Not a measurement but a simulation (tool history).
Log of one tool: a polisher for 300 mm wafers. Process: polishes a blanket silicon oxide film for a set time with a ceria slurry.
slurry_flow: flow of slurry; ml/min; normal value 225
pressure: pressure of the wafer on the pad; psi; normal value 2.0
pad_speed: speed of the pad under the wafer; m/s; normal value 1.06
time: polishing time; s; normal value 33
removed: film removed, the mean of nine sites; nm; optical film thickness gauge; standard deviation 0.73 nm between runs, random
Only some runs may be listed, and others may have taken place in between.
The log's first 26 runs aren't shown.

run,hour,slurry_flow,pressure,pad_speed,time,"incoming thickness of the incoming film, nm",removed
27,1885.5,225,2.3,1.06,33,1197.6,95.8
28,1929.4,225,2.0,1.06,33,1206.1,83.3
29,2003.7,280,2.4,1.34,33,1206.8,128.1
30,2040.9,225,2.0,1.32,33,1229.9,103.2
31,2127.2,225,2.5,1.06,26,1204.4,77.8
# hour 2130.6: head pressure recalibrated
# hour 2134.4: worn pad replaced by a new one
32,2268.8,185,2.0,1.06,33,1199.9,73.6
33,2337.6,225,2.0,1.06,33,1205.9,74.2
# hour 2403.8: slurry nozzle cleaned
34,2413.3,250,2.0,1.06,36,1217.4,96.4
35,2458.7,225,2.0,1.06,33,1216.7,85.7
36,2558.7,205,1.4,0.94,33,1220.8,54.9

Below are 5 alternative next runs, each starting from the tool's condition after run 36. Predict each:
A,2559.1,225,2.0,1.06,33,1219.6,?
B,2559.1,225,2.5,1.06,33,1219.6,?
C,2559.1,155,2.0,1.34,33,1219.6,?
D,2559.1,225,2.0,1.06,26,1219.6,?
E,2559.1,295,2.0,1.06,33,1219.6,?

run,removed
A,87.1
B,107.3
C,103.4
D,68.7
E,90.0
What these runs would have given with no unlogged condition in the tool:
run,removed
A,87.7
B,108.0
C,104.4
D,69.1
E,90.4
